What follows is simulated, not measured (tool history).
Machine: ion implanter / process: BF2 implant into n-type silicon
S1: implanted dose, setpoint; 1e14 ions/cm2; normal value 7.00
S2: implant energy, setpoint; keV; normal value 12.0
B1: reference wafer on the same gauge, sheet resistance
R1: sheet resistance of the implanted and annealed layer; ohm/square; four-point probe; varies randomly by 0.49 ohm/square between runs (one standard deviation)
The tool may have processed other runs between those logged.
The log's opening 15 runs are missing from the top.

run 16 hour=370.2 | S1=7.00 S2=12.0 | B1=357.85 | R1=296.40
run 17 hour=410.6 | S1=6.45 S2=16.0 | B1=357.87 | R1=270.82
run 18 hour=427.1 | S1=7.63 S2=13.0 | B1=358.37 | R1=282.79
run 19 hour=450.3 | S1=7.00 S2=12.0 | B1=357.96 | R1=296.98
-- hour=464.9 gauge calibrated
run 20 hour=471.2 | S1=7.69 S2=8.5 | B1=357.85 | R1=331.19
run 21 hour=492.3 | S1=9.04 S2=8.5 | B1=357.90 | R1=322.29
run 22 hour=547.7 | S1=6.46 S2=16.0 | B1=358.21 | R1=269.91
run 23 hour=562.8 | S1=5.27 S2=15.5 | B1=357.75 | R1=293.25
-- hour=600.5 Faraday cup replaced and dose calibrated
run 24 hour=601.0 | S1=7.56 S2=10.0 | B1=358.15 | R1=316.37
-- hour=622.0 extraction supply calibrated
run 25 hour=631.9 | S1=6.46 S2=16.0 | B1=357.96 | R1=274.28
run 26 hour=647.4 | S1=7.00 S2=12.0 | B1=358.00 | R1=300.22
run 27 hour=665.9 | S1=7.76 S2=15.5 | B1=357.84 | R1=264.57
run 28 hour=683.6 | S1=5.93 S2=15.5 | B1=358.18 | R1=286.05
run 29 hour=716.1 | S1=7.00 S2=12.0 | B1=357.95 | R1=299.72
run 30 hour=740.8 | S1=7.00 S2=8.5 | B1=357.98 | R1=340.30
run 31 hour=775.9 | S1=7.00 S2=9.5 | B1=357.94 | R1=326.51
run 32 hour=831.5 | S1=7.00 S2=12.0 | B1=358.07 | R1=299.88
run 33 hour=866.7 | S1=8.98 S2=12.0 | B1=358.05 | R1=285.66
run 34 hour=886.7 | S1=7.68 S2=10.0 | B1=358.13 | R1=314.88
run 35 hour=919.2 | S1=5.55 S2=10.0 | B1=358.02 | R1=341.92
run 36 hour=962.0 | S1=8.36 S2=12.0 | B1=357.92 | R1=288.61
run 37 hour=977.3 | S1=5.93 S2=15.0 | B1=358.16 | R1=287.46
run 38 hour=1024.6 | S1=7.00 S2=9.0 | B1=357.93 | R1=331.85

Consider 3 possible next runs. They are alternatives, not a sequence: every one starts from the tool as it was left by run 38. What does each give?
run A hour=1025.0 | S1=7.00 S2=12.0 | B1=? | R1=?
run B hour=1025.0 | S1=5.78 S2=13.5 | B1=? | R1=?
run C hour=1025.0 | S1=8.52 S2=14.5 | B1=? | R1=?

run=A B1=358.02 R1=298.09
run=B B1=358.02 R1=300.59
run=C B1=358.02 R1=265.61
With no hidden state in the tool, these same runs would have given:
run=A R1=299.99
run=B R1=303.37
run=C R1=266.95
